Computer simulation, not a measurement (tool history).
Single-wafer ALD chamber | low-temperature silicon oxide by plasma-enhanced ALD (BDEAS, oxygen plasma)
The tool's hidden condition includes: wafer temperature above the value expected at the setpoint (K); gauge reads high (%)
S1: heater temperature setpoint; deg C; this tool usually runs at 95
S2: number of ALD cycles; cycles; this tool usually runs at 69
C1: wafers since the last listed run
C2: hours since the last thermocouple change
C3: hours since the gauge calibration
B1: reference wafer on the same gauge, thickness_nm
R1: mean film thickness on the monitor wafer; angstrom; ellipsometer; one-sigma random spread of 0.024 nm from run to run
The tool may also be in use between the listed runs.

{"run": 1, "hour": 0.0, "S1": 95, "S2": 77, "C1": 0, "C2": 2248.5, "C3": 133.1, "B1": 11.287, "R1": 105.83}
{"run": 2, "hour": 14.2, "S1": 95, "S2": 69, "C1": 42, "C2": 2262.7, "C3": 147.3, "B1": 11.282, "R1": 95.17}
{"run": 3, "hour": 29.7, "S1": 98, "S2": 64, "C1": 46, "C2": 2278.2, "C3": 162.8, "B1": 11.289, "R1": 86.87}
{"run": 4, "hour": 46.5, "S1": 98, "S2": 64, "C1": 50, "C2": 2295.0, "C3": 179.6, "B1": 11.296, "R1": 87.13}
{"run": 5, "hour": 59.9, "S1": 95, "S2": 69, "C1": 40, "C2": 2308.4, "C3": 193.0, "B1": 11.301, "R1": 94.57}
{"run": 6, "hour": 88.6, "S1": 95, "S2": 69, "C1": 86, "C2": 2337.1, "C3": 221.7, "B1": 11.3, "R1": 95.08}
{"run": 7, "hour": 95.5, "S1": 95, "S2": 69, "C1": 20, "C2": 2344.0, "C3": 228.6, "B1": 11.3, "R1": 95.33}
{"run": 8, "hour": 106.5, "S1": 95, "S2": 69, "C1": 33, "C2": 2355.0, "C3": 239.6, "B1": 11.303, "R1": 94.88}
{"run": 9, "hour": 120.8, "S1": 95, "S2": 69, "C1": 43, "C2": 2369.3, "C3": 253.9, "B1": 11.31, "R1": 94.99}
{"run": 10, "hour": 129.0, "S1": 87, "S2": 69, "C1": 24, "C2": 2377.5, "C3": 262.1, "B1": 11.312, "R1": 97.58}
{"hour": 146.3, "done": "thermocouple changed; heater temperature recalibrated"}
{"run": 11, "hour": 146.8, "S1": 95, "S2": 75, "C1": 29, "C2": 0.5, "C3": 279.9, "B1": 11.315, "R1": 103.09}
{"run": 12, "hour": 150.6, "S1": 95, "S2": 75, "C1": 11, "C2": 4.3, "C3": 283.7, "B1": 11.309, "R1": 103.47}
{"run": 13, "hour": 164.4, "S1": 105, "S2": 69, "C1": 41, "C2": 18.1, "C3": 297.5, "B1": 11.318, "R1": 92.74}
{"run": 14, "hour": 175.9, "S1": 105, "S2": 69, "C1": 34, "C2": 29.6, "C3": 309.0, "B1": 11.313, "R1": 92.62}
{"run": 15, "hour": 190.8, "S1": 101, "S2": 58, "C1": 45, "C2": 44.5, "C3": 323.9, "B1": 11.324, "R1": 78.55}
{"run": 16, "hour": 207.4, "S1": 90, "S2": 56, "C1": 50, "C2": 61.1, "C3": 340.5, "B1": 11.321, "R1": 78.24}
{"run": 17, "hour": 221.0, "S1": 95, "S2": 69, "C1": 41, "C2": 74.7, "C3": 354.1, "B1": 11.317, "R1": 95.33}
{"run": 18, "hour": 227.3, "S1": 95, "S2": 69, "C1": 19, "C2": 81.0, "C3": 360.4, "B1": 11.323, "R1": 95.66}
{"run": 19, "hour": 238.9, "S1": 100, "S2": 62, "C1": 35, "C2": 92.6, "C3": 372.0, "B1": 11.327, "R1": 84.11}
{"run": 20, "hour": 252.1, "S1": 95, "S2": 69, "C1": 39, "C2": 105.8, "C3": 385.2, "B1": 11.322, "R1": 94.97}
{"hour": 258.3, "done": "gauge calibrated"}
{"run": 21, "hour": 265.3, "S1": 101, "S2": 82, "C1": 39, "C2": 119.0, "C3": 7.0, "B1": 11.214, "R1": 109.93}
{"run": 22, "hour": 299.1, "S1": 109, "S2": 81, "C1": 102, "C2": 152.8, "C3": 40.8, "B1": 11.241, "R1": 107.96}
{"run": 23, "hour": 311.9, "S1": 108, "S2": 74, "C1": 38, "C2": 165.6, "C3": 53.6, "B1": 11.255, "R1": 98.03}
{"run": 24, "hour": 329.3, "S1": 95, "S2": 81, "C1": 52, "C2": 183.0, "C3": 71.0, "B1": 11.263, "R1": 111.04}
{"run": 25, "hour": 336.6, "S1": 107, "S2": 73, "C1": 22, "C2": 190.3, "C3": 78.3, "B1": 11.267, "R1": 97.27}
{"run": 26, "hour": 344.3, "S1": 107, "S2": 65, "C1": 23, "C2": 198.0, "C3": 86.0, "B1": 11.269, "R1": 86.26}
{"run": 27, "hour": 352.2, "S1": 107, "S2": 61, "C1": 23, "C2": 205.9, "C3": 93.9, "B1": 11.274, "R1": 81.71}
{"run": 28, "hour": 358.2, "S1": 82, "S2": 69, "C1": 18, "C2": 211.9, "C3": 99.9, "B1": 11.277, "R1": 98.78}

Each row is a separate what-if for the run after 28, all from the same tool condition, not one after another. Results?
{"run": "A", "hour": 358.7, "S1": 95, "S2": 69, "C1": 1, "C2": 212.4, "C3": 100.4, "B1": "?", "R1": "?"}
{"run": "B", "hour": 358.7, "S1": 88, "S2": 58, "C1": 1, "C2": 212.4, "C3": 100.4, "B1": "?", "R1": "?"}
{"run": "C", "hour": 358.7, "S1": 89, "S2": 62, "C1": 1, "C2": 212.4, "C3": 100.4, "B1": "?", "R1": "?"}

run=A B1=11.275 R1=94.58
run=B B1=11.275 R1=81.24
run=C B1=11.275 R1=86.58
Without the tool's unlogged condition, the same runs would have read:
run=A R1=93.94
run=B R1=80.69
run=C R1=85.99
